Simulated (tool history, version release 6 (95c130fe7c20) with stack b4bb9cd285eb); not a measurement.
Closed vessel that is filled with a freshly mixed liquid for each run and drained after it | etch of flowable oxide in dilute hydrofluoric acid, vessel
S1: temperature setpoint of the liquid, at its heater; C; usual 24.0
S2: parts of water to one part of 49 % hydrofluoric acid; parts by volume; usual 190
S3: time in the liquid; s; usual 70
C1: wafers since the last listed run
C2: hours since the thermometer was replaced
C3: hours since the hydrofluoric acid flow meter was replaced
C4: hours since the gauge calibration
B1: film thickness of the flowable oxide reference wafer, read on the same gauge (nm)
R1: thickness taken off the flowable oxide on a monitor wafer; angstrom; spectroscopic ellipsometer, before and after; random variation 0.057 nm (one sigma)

run,hour,S1,S2,S3,C1,C2,C3,C4,B1,R1
1,0.0,24.0,190,70,0,740.2,526.5,1146.1,49.93,97.5
2,85.6,24.0,190,70,8880,825.8,612.1,1231.7,49.99,99.3
3,150.0,24.0,190,70,6681,890.2,676.5,1296.1,49.97,98.9
4,203.6,24.0,190,70,5560,943.8,730.1,1349.7,50.04,98.8
5,484.6,24.0,190,85,29153,1224.8,1011.1,1630.7,50.00,122.0
6,540.8,24.0,190,70,5830,1281.0,1067.3,1686.9,50.01,99.7
7,640.0,24.0,190,70,10291,1380.2,1166.5,1786.1,50.00,99.3
# hour 687.4: hydrofluoric acid flow meter replaced
8,727.1,24.0,190,70,8932,1467.3,39.7,1873.2,50.04,100.6
# hour 731.5: gauge calibrated
9,815.5,24.0,190,70,9171,1555.7,128.1,84.0,50.02,100.9
# hour 872.1: thermometer replaced
10,911.9,24.0,190,70,9897,39.8,224.5,180.4,50.02,95.7
11,962.8,24.0,190,70,5280,90.7,275.4,231.3,50.00,96.7
12,1022.4,24.0,190,70,6183,150.3,335.0,290.9,50.00,96.8
13,1071.8,29.0,190,70,5125,199.7,384.4,340.3,49.97,118.3
14,1124.8,20.0,110,35,5498,252.7,437.4,393.3,50.01,79.1
15,1182.0,24.0,190,70,5934,309.9,494.6,450.5,50.00,96.6
16,1269.6,24.0,190,70,9088,397.5,582.2,538.1,49.98,96.5
17,1359.7,26.5,255,40,9347,487.6,672.3,628.2,49.97,42.6
18,1422.2,20.5,145,70,6484,550.1,734.8,690.7,49.98,118.1
19,1484.9,24.0,190,40,6504,612.8,797.5,753.4,50.00,56.2
20,1583.7,21.5,235,60,10250,711.6,896.3,852.2,50.01,59.9
21,1672.3,26.0,255,40,9192,800.2,984.9,940.8,49.98,42.5
22,1719.9,22.0,140,40,4938,847.8,1032.5,988.4,50.01,75.7
23,1778.4,21.5,105,45,6069,906.3,1091.0,1046.9,49.99,115.5
24,1840.3,22.5,190,70,6421,968.2,1152.9,1108.8,49.97,94.5

4 ways to go on from here, each from the tool as it stands after run 24. What would each give?
A,1841.0,24.0,190,70,72,968.9,1153.6,1109.5,?,?
B,1841.0,28.5,250,100,72,968.9,1153.6,1109.5,?,?
C,1841.0,24.0,270,60,72,968.9,1153.6,1109.5,?,?
D,1841.0,26.0,190,70,72,968.9,1153.6,1109.5,?,?

run,B1,R1
A,50.04,99.0
B,50.04,117.7
C,50.04,54.9
D,50.04,106.5
Without the tool's hidden state the same runs would have given:
run,R1
A,95.5
B,113.9
C,53.0
D,102.8
